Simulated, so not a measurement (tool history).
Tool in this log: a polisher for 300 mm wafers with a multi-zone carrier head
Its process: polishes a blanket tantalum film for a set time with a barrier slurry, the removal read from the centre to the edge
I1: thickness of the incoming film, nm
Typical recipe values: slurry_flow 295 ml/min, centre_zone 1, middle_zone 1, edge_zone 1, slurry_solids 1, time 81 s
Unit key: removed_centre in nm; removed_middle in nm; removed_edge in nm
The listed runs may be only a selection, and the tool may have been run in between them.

{"run": 1, "hour": 0.0, "slurry_flow": 295, "centre_zone": 1, "middle_zone": 1, "edge_zone": 1.07, "slurry_solids": 1, "time": 81, "I1": 439.2, "removed_centre": 97.2, "removed_middle": 100, "removed_edge": 109.1}
{"run": 2, "hour": 40.2, "slurry_flow": 295, "centre_zone": 1, "middle_zone": 1, "edge_zone": 1, "slurry_solids": 1, "time": 81, "I1": 445.7, "removed_centre": 97.4, "removed_middle": 100.9, "removed_edge": 100.4}
{"run": 3, "hour": 70.8, "slurry_flow": 295, "centre_zone": 1, "middle_zone": 1, "edge_zone": 1, "slurry_solids": 1, "time": 81, "I1": 434.2, "removed_centre": 96.2, "removed_middle": 100.1, "removed_edge": 103.3}
{"hour": 92.4, "done": "edge zone pressure recalibrated"}
{"hour": 105.9, "done": "slurry nozzle cleaned"}
{"run": 4, "hour": 133.2, "slurry_flow": 295, "centre_zone": 1, "middle_zone": 1, "edge_zone": 1, "slurry_solids": 1, "time": 81, "I1": 436.8, "removed_centre": 94.3, "removed_middle": 97.6, "removed_edge": 98.4}
{"run": 5, "hour": 203.4, "slurry_flow": 295, "centre_zone": 1, "middle_zone": 1, "edge_zone": 1, "slurry_solids": 1, "time": 81, "I1": 437.6, "removed_centre": 91.2, "removed_middle": 93.5, "removed_edge": 95.9}
{"hour": 224.4, "done": "centre zone pressure recalibrated"}
{"hour": 230.8, "done": "carrier head's membrane replaced by a new one"}
{"run": 6, "hour": 243.6, "slurry_flow": 295, "centre_zone": 1, "middle_zone": 1, "edge_zone": 1, "slurry_solids": 1, "time": 81, "I1": 445.7, "removed_centre": 90.9, "removed_middle": 91.6, "removed_edge": 91.8}
{"hour": 289.4, "done": "worn pad replaced by a new one, of another model than before"}
{"run": 7, "hour": 424.3, "slurry_flow": 295, "centre_zone": 1, "middle_zone": 1, "edge_zone": 1, "slurry_solids": 1, "time": 81, "I1": 435.3, "removed_centre": 96, "removed_middle": 98.9, "removed_edge": 100.7}
{"run": 8, "hour": 485.0, "slurry_flow": 295, "centre_zone": 1, "middle_zone": 1, "edge_zone": 1, "slurry_solids": 1, "time": 81, "I1": 431.9, "removed_centre": 92.1, "removed_middle": 96.2, "removed_edge": 96.3}
{"run": 9, "hour": 517.3, "slurry_flow": 220, "centre_zone": 1.06, "middle_zone": 1, "edge_zone": 1, "slurry_solids": 1, "time": 81, "I1": 434.6, "removed_centre": 96, "removed_middle": 93.4, "removed_edge": 97.1}
{"hour": 554.4, "done": "centre zone pressure recalibrated"}
{"hour": 562.9, "done": "worn pad replaced by a new one"}
{"run": 10, "hour": 565.2, "slurry_flow": 295, "centre_zone": 1, "middle_zone": 1, "edge_zone": 1, "slurry_solids": 1, "time": 81, "I1": 447.7, "removed_centre": 96.4, "removed_middle": 101.8, "removed_edge": 100.3}
{"run": 11, "hour": 602.1, "slurry_flow": 210, "centre_zone": 0.92, "middle_zone": 0.88, "edge_zone": 1, "slurry_solids": 1, "time": 58, "I1": 436.8, "removed_centre": 62.9, "removed_middle": 64.6, "removed_edge": 72.3}
{"run": 12, "hour": 654.7, "slurry_flow": 235, "centre_zone": 1, "middle_zone": 1.1, "edge_zone": 1, "slurry_solids": 1, "time": 91, "I1": 437.5, "removed_centre": 108.5, "removed_middle": 120.2, "removed_edge": 110.6}
{"hour": 665.3, "done": "slurry nozzle cleaned"}
{"run": 13, "hour": 725.0, "slurry_flow": 325, "centre_zone": 1.12, "middle_zone": 1, "edge_zone": 1, "slurry_solids": 0.75, "time": 81, "I1": 445.5, "removed_centre": 98.9, "removed_middle": 91.7, "removed_edge": 93.2}
{"run": 14, "hour": 757.1, "slurry_flow": 295, "centre_zone": 0.96, "middle_zone": 1, "edge_zone": 1, "slurry_solids": 1, "time": 65, "I1": 442.1, "removed_centre": 70.8, "removed_middle": 75.8, "removed_edge": 78.4}
{"hour": 814.3, "done": "worn pad replaced by a new one"}
{"run": 15, "hour": 817.1, "slurry_flow": 295, "centre_zone": 1, "middle_zone": 1, "edge_zone": 1, "slurry_solids": 1, "time": 81, "I1": 435.8, "removed_centre": 99, "removed_middle": 103.4, "removed_edge": 101.2}
{"run": 16, "hour": 870.2, "slurry_flow": 295, "centre_zone": 1, "middle_zone": 1, "edge_zone": 1, "slurry_solids": 1, "time": 81, "I1": 434.6, "removed_centre": 99, "removed_middle": 101.4, "removed_edge": 106.4}
{"run": 17, "hour": 899.5, "slurry_flow": 295, "centre_zone": 1, "middle_zone": 0.92, "edge_zone": 1.12, "slurry_solids": 1, "time": 81, "I1": 437.9, "removed_centre": 99, "removed_middle": 94.4, "removed_edge": 107.7}
{"hour": 933.2, "done": "centre zone pressure recalibrated"}
{"run": 18, "hour": 956.7, "slurry_flow": 295, "centre_zone": 1, "middle_zone": 1, "edge_zone": 1.06, "slurry_solids": 1, "time": 102, "I1": 442.2, "removed_centre": 120.8, "removed_middle": 124.2, "removed_edge": 127.9}
{"run": 19, "hour": 997.5, "slurry_flow": 380, "centre_zone": 1.03, "middle_zone": 1, "edge_zone": 1, "slurry_solids": 1.25, "time": 91, "I1": 436.7, "removed_centre": 115.2, "removed_middle": 116.1, "removed_edge": 117.8}
{"run": 20, "hour": 1066.8, "slurry_flow": 200, "centre_zone": 1, "middle_zone": 1.06, "edge_zone": 1, "slurry_solids": 1, "time": 81, "I1": 443.4, "removed_centre": 89, "removed_middle": 96.2, "removed_edge": 91.2}

Measured result minus the same run's result without the hidden state. Both carry the same run-to-run variation, though not necessarily the same gauge scatter:
Hidden conditions of the tool in this case: removal rate lost through wear of the pad, %; slurry flow missing at the pad, %; deviation of the centre zone's pressure from its setpoint, %; deviation of the edge zone's pressure from its setpoint, %.
run=1 removed_centre=-1.4 removed_middle=-1.4 removed_edge=-1.5
run=2 removed_centre=-1.6 removed_middle=-1.7 removed_edge=-1.7
run=3 removed_centre=-2.1 removed_middle=-2.2 removed_edge=-2.3
run=4 removed_centre=-3.9 removed_middle=-4.1 removed_edge=-4.1
run=5 removed_centre=-7.2 removed_middle=-7.4 removed_edge=-7.6
run=6 removed_centre=-10 removed_middle=-10.1 removed_edge=-10.1
run=7 removed_centre=-3.1 removed_middle=-3.2 removed_edge=-3.2
run=8 removed_centre=-5.8 removed_middle=-6 removed_edge=-6.1
run=9 removed_centre=-8.1 removed_middle=-7.9 removed_edge=-8.3
run=10 removed_centre=-1.6 removed_middle=-1.7 removed_edge=-1.7
run=11 removed_centre=-1.3 removed_middle=-1.3 removed_edge=-1.4
run=12 removed_centre=-3.1 removed_middle=-3.6 removed_edge=-3.3
run=13 removed_centre=-5.5 removed_middle=-5.1 removed_edge=-5.2
run=14 removed_centre=-5.2 removed_middle=-5.7 removed_edge=-5.8
run=15 removed_centre=+0 removed_middle=+0 removed_edge=+0
run=16 removed_centre=-0.4 removed_middle=-0.4 removed_edge=-0.5
run=17 removed_centre=-1 removed_middle=-0.9 removed_edge=-1.1
run=18 removed_centre=-3.5 removed_middle=-3.6 removed_edge=-3.8
run=19 removed_centre=-5.6 removed_middle=-5.6 removed_edge=-5.8
run=20 removed_centre=-8.6 removed_middle=-9.3 removed_edge=-8.9
